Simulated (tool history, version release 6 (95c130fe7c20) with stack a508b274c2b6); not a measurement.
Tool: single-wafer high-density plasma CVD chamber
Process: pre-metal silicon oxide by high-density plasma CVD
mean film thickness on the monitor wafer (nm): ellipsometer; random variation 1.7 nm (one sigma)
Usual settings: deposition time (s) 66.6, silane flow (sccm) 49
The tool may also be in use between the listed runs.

run    hour  deposition time (s)  silane flow (sccm)  read-back reference wafer on the same gauge, thickness_nm  mean film thickness on the monitor wafer (nm)
  1     0.0                 66.6                  45                                                    376.356                                        309.656
  2    53.0                 66.6                  45                                                    376.224                                        306.236
  3   117.5                 66.6                  45                                                    375.549                                        309.024
  4   146.4                 66.6                  43                                                    375.830                                        292.012
  5   209.1                 66.6                  43                                                    376.228                                        294.393
  6   278.3                 66.6                  43                                                    376.212                                        292.540
  7   327.2                 61.9                  46                                                    376.004                                        294.176
  8   385.8                 61.9                  46                                                    376.174                                        295.265
  9   594.1                 66.6                  54                                                    375.811                                        369.820
 10   650.5                 66.6                  49                                                    375.804                                        334.763
 11   677.3                 66.6                  49                                                    376.388                                        335.921
 12   749.0                 66.6                  49                                                    376.321                                        335.340
 13   811.2                 73.7                  49                                                    375.828                                        369.523
 14   882.0                 73.7                  49                                                    375.995                                        371.155
 15  1081.7                 73.7                  49                                                    376.265                                        358.856
 16  1120.4                 66.6                  49                                                    376.046                                        321.897
 17  1169.9                 66.6                  49                                                    375.974                                        353.830
 18  1226.9                 66.6                  49                                                    375.866                                        354.237
 19  1281.1                 78.7                  49                                                    376.079                                        414.385
 20  1307.0                 54.4                  56                                                    375.690                                        330.080
 21  1345.0                 54.8                  43                                                    375.874                                        251.990
 22  1392.1                 59.7                  49                                                    375.811                                        312.535
 23  1457.8                 66.6                  49                                                    375.951                                        348.238
 24  1487.1                 73.8                  44                                                    376.083                                        350.810
 25  1530.4                 66.6                  49                                                    375.854                                        345.883
 26  1560.0                 54.9                  53                                                    376.000                                        311.425
 27  1619.4                 66.6                  41                                                    376.783                                        292.746
 28  1677.5                 73.8                  55                                                    376.151                                        430.593
 29  1714.9                 70.6                  56                                                    376.014                                        423.537
 30  1779.9                 54.6                  49                                                    375.957                                        283.798
 31  1825.1                 56.1                  49                                                    376.437                                        291.749
 32  1873.1                 66.6                  49                                                    375.698                                        349.561
 33  1932.1                 66.6                  49                                                    375.960                                        346.586
 34  1989.4                 66.6                  49                                                    375.481                                        345.823
 35  2051.8                 58.6                  52                                                    375.824                                        323.002
 36  2112.5                 72.5                  45                                                    376.325                                        346.409

Not shown: 3 entries that the log had between the listed runs. Between which runs, and how does the tool's hidden state differ before and after?
Between runs 14 and 15: silane flow controller replaced (hour 890.9)
  delivered silane flow above the setpoint (%): -3.8 -> -7.65
  measured less the result without the state, mean film thickness on the monitor wafer (nm): -14.678 -> -29.715
Between runs 16 and 17: silane flow controller replaced, repeated, since the last time left the tool worse (hour 1148.2); gauge calibrated (hour 1165.1)
  delivered silane flow above the setpoint (%): -7.74 -> 0.69
  measured less the result without the state, mean film thickness on the monitor wafer (nm): -27.013 -> +2.424
